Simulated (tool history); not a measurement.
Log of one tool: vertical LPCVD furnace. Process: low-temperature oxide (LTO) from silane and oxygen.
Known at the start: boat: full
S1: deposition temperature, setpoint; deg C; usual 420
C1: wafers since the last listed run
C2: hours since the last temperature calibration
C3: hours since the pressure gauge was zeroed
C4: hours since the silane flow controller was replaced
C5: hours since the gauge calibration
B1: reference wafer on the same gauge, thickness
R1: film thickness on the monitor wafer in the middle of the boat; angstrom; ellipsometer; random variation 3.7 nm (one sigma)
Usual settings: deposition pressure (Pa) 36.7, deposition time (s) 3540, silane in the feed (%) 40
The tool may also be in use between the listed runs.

run 1 hour=0.0 | S1=425 deposition_pressure_(Pa)=36.7 deposition_time_(s)=4620 silane_in_the_feed_(%)=40 | C1=0 C2=950.1 C3=921.5 C4=3690.1 C5=431.0 | B1=747.77 | R1=12205.8
run 2 hour=34.1 | S1=420 deposition_pressure_(Pa)=36.7 deposition_time_(s)=3540 silane_in_the_feed_(%)=40 | C1=352 C2=984.2 C3=955.6 C4=3724.2 C5=465.1 | B1=747.48 | R1=8915.7
run 3 hour=92.6 | S1=420 deposition_pressure_(Pa)=36.7 deposition_time_(s)=3540 silane_in_the_feed_(%)=40 | C1=604 C2=1042.7 C3=1014.1 C4=3782.7 C5=523.6 | B1=747.73 | R1=8988.8
run 4 hour=150.2 | S1=420 deposition_pressure_(Pa)=36.7 deposition_time_(s)=3540 silane_in_the_feed_(%)=40 | C1=595 C2=1100.3 C3=1071.7 C4=3840.3 C5=581.2 | B1=747.29 | R1=8953.0
run 5 hour=205.1 | S1=420 deposition_pressure_(Pa)=36.7 deposition_time_(s)=3540 silane_in_the_feed_(%)=40 | C1=567 C2=1155.2 C3=1126.6 C4=3895.2 C5=636.1 | B1=747.78 | R1=8997.3
run 6 hour=269.5 | S1=420 deposition_pressure_(Pa)=36.7 deposition_time_(s)=3540 silane_in_the_feed_(%)=40 | C1=665 C2=1219.6 C3=1191.0 C4=3959.6 C5=700.5 | B1=748.27 | R1=8956.8
run 7 hour=293.8 | S1=420 deposition_pressure_(Pa)=36.7 deposition_time_(s)=3540 silane_in_the_feed_(%)=40 | C1=251 C2=1243.9 C3=1215.3 C4=3983.9 C5=724.8 | B1=748.56 | R1=9059.6
run 8 hour=337.8 | S1=420 deposition_pressure_(Pa)=36.7 deposition_time_(s)=3540 silane_in_the_feed_(%)=40 | C1=454 C2=1287.9 C3=1259.3 C4=4027.9 C5=768.8 | B1=747.81 | R1=8972.7
run 9 hour=402.3 | S1=420 deposition_pressure_(Pa)=36.7 deposition_time_(s)=3540 silane_in_the_feed_(%)=40 | C1=666 C2=1352.4 C3=1323.8 C4=4092.4 C5=833.3 | B1=747.86 | R1=9059.0
-- hour=426.5 thermocouples replaced and temperature profile calibrated
run 10 hour=473.8 | S1=414 deposition_pressure_(Pa)=36.7 deposition_time_(s)=3540 silane_in_the_feed_(%)=40 | C1=491 C2=47.3 C3=1395.3 C4=4163.9 C5=904.8 | B1=747.24 | R1=8252.1
run 11 hour=500.0 | S1=414 deposition_pressure_(Pa)=36.7 deposition_time_(s)=3540 silane_in_the_feed_(%)=40 | C1=270 C2=73.5 C3=1421.5 C4=4190.1 C5=931.0 | B1=750.17 | R1=8199.1
-- hour=549.9 pressure gauge zeroed
run 12 hour=550.4 | S1=420 deposition_pressure_(Pa)=28.7 deposition_time_(s)=3540 silane_in_the_feed_(%)=40 | C1=272 C2=123.9 C3=0.5 C4=4240.5 C5=981.4 | B1=747.47 | R1=6870.4
-- hour=583.3 silane flow controller replaced
run 13 hour=583.7 | S1=420 deposition_pressure_(Pa)=36.7 deposition_time_(s)=3540 silane_in_the_feed_(%)=40 | C1=96 C2=157.2 C3=33.8 C4=0.4 C5=1014.7 | B1=746.84 | R1=8829.1
run 14 hour=619.6 | S1=420 deposition_pressure_(Pa)=31.3 deposition_time_(s)=3540 silane_in_the_feed_(%)=40 | C1=371 C2=193.1 C3=69.7 C4=36.3 C5=1050.6 | B1=746.90 | R1=7517.8
-- hour=680.7 gauge calibrated
run 15 hour=687.0 | S1=424 deposition_pressure_(Pa)=40.7 deposition_time_(s)=2910 silane_in_the_feed_(%)=40 | C1=696 C2=260.5 C3=137.1 C4=103.7 C5=6.3 | B1=747.96 | R1=8368.2
run 16 hour=742.1 | S1=420 deposition_pressure_(Pa)=36.7 deposition_time_(s)=3540 silane_in_the_feed_(%)=37 | C1=569 C2=315.6 C3=192.2 C4=158.8 C5=61.4 | B1=748.12 | R1=7939.3
run 17 hour=791.7 | S1=420 deposition_pressure_(Pa)=41.3 deposition_time_(s)=4830 silane_in_the_feed_(%)=40 | C1=512 C2=365.2 C3=241.8 C4=208.4 C5=111.0 | B1=747.81 | R1=13470.8
run 18 hour=833.5 | S1=420 deposition_pressure_(Pa)=36.7 deposition_time_(s)=3540 silane_in_the_feed_(%)=45 | C1=432 C2=407.0 C3=283.6 C4=250.2 C5=152.8 | B1=749.13 | R1=9893.4
run 19 hour=884.5 | S1=431 deposition_pressure_(Pa)=43.3 deposition_time_(s)=2790 silane_in_the_feed_(%)=44 | C1=527 C2=458.0 C3=334.6 C4=301.2 C5=203.8 | B1=748.52 | R1=10081.0
run 20 hour=932.8 | S1=431 deposition_pressure_(Pa)=43.3 deposition_time_(s)=2790 silane_in_the_feed_(%)=44 | C1=499 C2=506.3 C3=382.9 C4=349.5 C5=252.1 | B1=747.16 | R1=10092.9
run 21 hour=995.2 | S1=420 deposition_pressure_(Pa)=36.7 deposition_time_(s)=3540 silane_in_the_feed_(%)=33 | C1=645 C2=568.7 C3=445.3 C4=411.9 C5=314.5 | B1=747.63 | R1=6982.1
run 22 hour=1047.9 | S1=420 deposition_pressure_(Pa)=36.7 deposition_time_(s)=3540 silane_in_the_feed_(%)=46 | C1=544 C2=621.4 C3=498.0 C4=464.6 C5=367.2 | B1=747.65 | R1=10194.1

Forecast each of these 4 alternatives for the next run:
run A hour=1053.5 | S1=420 deposition_pressure_(Pa)=36.7 deposition_time_(s)=3540 silane_in_the_feed_(%)=36 | C1=57 C2=627.0 C3=503.6 C4=470.2 C5=372.8 | B1=? | R1=?
run B hour=1053.5 | S1=420 deposition_pressure_(Pa)=32.7 deposition_time_(s)=3540 silane_in_the_feed_(%)=38 | C1=57 C2=627.0 C3=503.6 C4=470.2 C5=372.8 | B1=? | R1=?
run C hour=1053.5 | S1=420 deposition_pressure_(Pa)=36.7 deposition_time_(s)=3540 silane_in_the_feed_(%)=44 | C1=57 C2=627.0 C3=503.6 C4=470.2 C5=372.8 | B1=? | R1=?
run D hour=1053.5 | S1=431 deposition_pressure_(Pa)=28.7 deposition_time_(s)=3540 silane_in_the_feed_(%)=40 | C1=57 C2=627.0 C3=503.6 C4=470.2 C5=372.8 | B1=? | R1=?

run=A B1=749.28 R1=7778.1
run=B B1=749.28 R1=7400.1
run=C B1=749.28 R1=9744.4
run=D B1=749.28 R1=7687.6
Without the tool's hidden state the same runs would have given:
run=A R1=7718.6
run=B R1=7344.4
run=C R1=9674.5
run=D R1=7633.0

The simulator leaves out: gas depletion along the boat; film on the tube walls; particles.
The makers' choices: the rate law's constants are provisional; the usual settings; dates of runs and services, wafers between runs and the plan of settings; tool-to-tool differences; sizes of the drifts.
